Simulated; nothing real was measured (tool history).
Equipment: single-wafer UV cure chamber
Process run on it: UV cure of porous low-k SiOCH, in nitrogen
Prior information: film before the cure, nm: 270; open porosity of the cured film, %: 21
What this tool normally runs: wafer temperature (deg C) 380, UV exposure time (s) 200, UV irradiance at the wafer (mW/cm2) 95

run,hour,wafer temperature (deg C),UV exposure time (s),UV irradiance at the wafer (mW/cm2),wafers since the last listed run,hours since the UV bulbs were replaced,wafers since the quartz window was cleaned,loss of film thickness in the cure (%)
1,0,380,200,95,0,1177.4,319,10.905
2,66.8,380,200,95,487,1244.2,806,10.872
3,138,380,200,106,519,1315.4,1326,11.325
4,191.3,380,200,106,389,1368.7,1715,11.136
5,275.2,380,200,95,612,1452.6,2328,10.857
6,381.5,380,200,95,776,1558.9,3104,10.535
7,421.9,380,200,110,294,1599.3,3399,11.575
8,470.2,380,200,110,352,1647.6,3751,11.336
9,552.6,380,200,95,601,1730,4353,10.662
# hour 611.2: quartz window cleaned
10,646.5,380,200,95,627,1823.9,257,10.239
11,718,375,125,95,521,1895.4,779,8.236
12,789,375,125,95,518,1966.4,1298,8.37
13,860.2,375,125,95,519,2037.6,1817,8.381
14,958,380,200,95,713,2135.4,2531,10.25
15,1023.3,380,200,95,476,2200.7,3008,10.149
16,1065,368,200,95,304,2242.4,3312,10.055
# hour 1091: UV bulbs replaced
17,1155.4,380,200,95,601,64.4,3914,11.19
18,1198.1,380,200,95,311,107.1,4226,11.233
19,1243.2,380,200,95,329,152.2,4555,11.19
# hour 1373.6: quartz window cleaned
20,1374.1,371,200,114,897,283.1,3,11.87
21,1608.9,371,200,114,1714,517.9,1717,11.246
22,1687.7,371,200,114,575,596.7,2292,11.551
23,1790.7,380,200,123,751,699.7,3044,12.141
24,1846.6,366,200,111,408,755.6,3452,11.096
25,1931.8,380,200,95,621,840.8,4074,11.078
# hour 1983.2: quartz window cleaned
26,2008.2,395,100,127,499,917.2,182,9.569
27,2102.2,380,260,95,686,1011.2,868,12.333
28,2199.4,380,200,95,709,1108.4,1578,10.849
29,2291.2,393,245,95,670,1200.2,2248,11.606
30,2395.3,380,200,95,759,1304.3,3008,10.876
31,2432.4,375,160,95,270,1341.4,3279,9.762
32,2500,380,100,95,493,1409,3772,7.645
33,2550.7,400,135,131,370,1459.7,4143,10.731
34,2624.5,380,200,95,538,1533.5,4681,10.672
# hour 2722.2: quartz window cleaned
35,2731.3,388,200,95,721,1640.3,66,10.908
36,2798.9,380,200,95,493,1707.9,560,10.544
37,2876.7,380,200,95,567,1785.7,1128,10.294
38,3112.2,389,285,95,1719,2021.2,2847,11.884
39,3176.3,365,290,81,467,2085.3,3315,11.174
40,3277.1,380,200,95,735,2186.1,4051,10.234
41,3338.3,368,300,111,446,2247.3,4497,12.633
42,3405.1,380,200,95,487,2314.1,4985,10.175
43,3466,380,200,95,444,2375,5430,10.038
# hour 3498.4: quartz window cleaned
44,3515.2,380,245,95,300,2424.2,122,11.149
45,3556.3,380,200,74,300,2465.3,423,9.077

3 ways to go on from here, each from the tool as it stands after run 45. What would each give?
A,3556.8,380,200,95,3,2465.8,426,?
B,3556.8,362,250,62,3,2465.8,426,?
C,3556.8,373,200,123,3,2465.8,426,?

run,loss of film thickness in the cure (%)
A,9.802
B,8.598
C,10.819
What these runs would have given with no unlogged condition in the tool:
run,loss of film thickness in the cure (%)
A,10.968
B,9.729
C,12.016

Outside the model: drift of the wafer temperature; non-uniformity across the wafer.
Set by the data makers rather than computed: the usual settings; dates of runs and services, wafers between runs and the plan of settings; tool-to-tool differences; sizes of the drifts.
